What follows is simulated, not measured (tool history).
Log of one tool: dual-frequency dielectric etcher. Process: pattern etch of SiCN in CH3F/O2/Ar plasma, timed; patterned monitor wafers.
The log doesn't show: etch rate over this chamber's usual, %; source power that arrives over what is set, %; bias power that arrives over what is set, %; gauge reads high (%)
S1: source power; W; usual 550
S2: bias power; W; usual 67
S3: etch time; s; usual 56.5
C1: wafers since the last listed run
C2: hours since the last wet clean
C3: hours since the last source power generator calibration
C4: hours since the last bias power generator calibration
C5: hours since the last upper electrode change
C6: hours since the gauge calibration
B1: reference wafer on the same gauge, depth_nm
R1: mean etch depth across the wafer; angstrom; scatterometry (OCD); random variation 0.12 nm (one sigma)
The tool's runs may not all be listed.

Run 1, day 0.000: usual settings but S1 590 W; C1 0; C2 332.8; C3 24.3; C4 4878.1; C5 2399.3; C6 20.2; B1 19.53. Result: R1 230.6 angstrom.
Run 2, day 2.779: usual settings but S1 590 W; C1 563; C2 399.5; C3 91.0; C4 4944.8; C5 2466.0; C6 86.9; B1 19.63. Result: R1 233.1 angstrom.
Run 3, day 4.542: usual settings but S1 590 W; C1 357; C2 441.8; C3 133.3; C4 4987.1; C5 2508.3; C6 129.2; B1 19.57. Result: R1 233.2 angstrom.
At day 6.967: wet clean of the chamber.
Run 4, day 6.988: usual settings; C1 293; C2 0.5; C3 192.0; C4 5045.8; C5 2567.0; C6 187.9; B1 19.53. Result: R1 224.5 angstrom.
Run 5, day 8.250: usual settings; C1 256; C2 30.8; C3 222.3; C4 5076.1; C5 2597.3; C6 218.2; B1 19.59. Result: R1 223.7 angstrom.
Run 6, day 10.712: usual settings but S1 650 W; C1 499; C2 89.9; C3 281.4; C4 5135.2; C5 2656.4; C6 277.3; B1 19.58. Result: R1 239.1 angstrom.
Run 7, day 11.788: usual settings; C1 218; C2 115.7; C3 307.2; C4 5161.0; C5 2682.2; C6 303.1; B1 19.60. Result: R1 223.6 angstrom.
Run 8, day 13.062: usual settings; C1 258; C2 146.3; C3 337.8; C4 5191.6; C5 2712.8; C6 333.7; B1 19.53. Result: R1 225.6 angstrom.
At day 14.088: bias power generator calibrated.
Run 9, day 14.483: usual settings; C1 254; C2 180.4; C3 371.9; C4 9.5; C5 2746.9; C6 367.8; B1 19.57. Result: R1 225.2 angstrom.
Run 10, day 17.338: usual settings; C1 578; C2 248.9; C3 440.4; C4 78.0; C5 2815.4; C6 436.3; B1 19.56. Result: R1 224.5 angstrom.
Run 11, day 19.221: usual settings but S1 690 W, S2 79 W, S3 66.5 s; C1 381; C2 294.1; C3 485.6; C4 123.2; C5 2860.6; C6 481.5; B1 19.61. Result: R1 310.6 angstrom.
Run 12, day 21.200: usual settings but S1 690 W, S2 74 W, S3 52.0 s; C1 401; C2 341.6; C3 533.1; C4 170.7; C5 2908.1; C6 529.0; B1 19.57. Result: R1 238.0 angstrom.
At day 23.046: upper electrode replaced.
Run 13, day 24.025: usual settings but S1 510 W, S2 62 W; C1 370; C2 409.4; C3 600.9; C4 238.5; C5 23.5; C6 596.8; B1 19.61. Result: R1 209.9 angstrom.
Run 14, day 26.233: usual settings; C1 447; C2 462.4; C3 653.9; C4 291.5; C5 76.5; C6 649.8; B1 19.63. Result: R1 222.2 angstrom.
At day 28.692: wet clean of the chamber.
Run 15, day 28.975: usual settings; C1 353; C2 6.8; C3 719.7; C4 357.3; C5 142.3; C6 715.6; B1 19.61. Result: R1 222.4 angstrom.
Run 16, day 31.579: usual settings but S1 610 W, S2 51 W, S3 47.5 s; C1 528; C2 69.3; C3 782.2; C4 419.8; C5 204.8; C6 778.1; B1 19.61. Result: R1 178.6 angstrom.
Run 17, day 34.067: usual settings; C1 504; C2 129.0; C3 841.9; C4 479.5; C5 264.5; C6 837.8; B1 19.63. Result: R1 226.8 angstrom.
Run 18, day 36.188: usual settings but S1 450 W; C1 430; C2 179.9; C3 892.8; C4 530.4; C5 315.4; C6 888.7; B1 19.60. Result: R1 202.9 angstrom.
Run 19, day 38.317: usual settings but S1 430 W, S2 55 W, S3 68.0 s; C1 431; C2 231.0; C3 943.9; C4 581.5; C5 366.5; C6 939.8; B1 19.59. Result: R1 221.2 angstrom.
Run 20, day 40.392: usual settings but S3 70.5 s; C1 420; C2 280.8; C3 993.7; C4 631.3; C5 416.3; C6 989.6; B1 19.57. Result: R1 280.7 angstrom.
Run 21, day 42.171: usual settings; C1 360; C2 323.5; C3 1036.4; C4 674.0; C5 459.0; C6 1032.3; B1 19.58. Result: R1 226.9 angstrom.
Run 22, day 44.058: usual settings but S1 470 W, S3 69.0 s; C1 382; C2 368.8; C3 1081.7; C4 719.3; C5 504.3; C6 1077.6; B1 19.62. Result: R1 258.2 angstrom.
Run 23, day 46.675: usual settings; C1 530; C2 431.6; C3 1144.5; C4 782.1; C5 567.1; C6 1140.4; B1 19.60. Result: R1 223.2 angstrom.
Run 24, day 48.942: usual settings but S1 430 W, S2 83 W, S3 67.0 s; C1 459; C2 486.0; C3 1198.9; C4 836.5; C5 621.5; C6 1194.8; B1 19.58. Result: R1 261.2 angstrom.
Run 25, day 51.079: usual settings but S2 74 W; C1 433; C2 537.3; C3 1250.2; C4 887.8; C5 672.8; C6 1246.1; B1 19.59. Result: R1 233.1 angstrom.

The next listed run, before its measurement:
At day 52.575: wet clean of the chamber.
Run 26, day 52.596: usual settings but S1 470 W, S2 78 W, S3 43.0 s; C1 104; C2 0.5; C3 1286.6; C4 924.2; C5 709.2; C6 1282.5; B1 ?. Result: R1 ?.

B1: 19.59
R1: 168.5 angstrom
Without the tool's hidden state the same run would have given R1 168.5 angstrom.
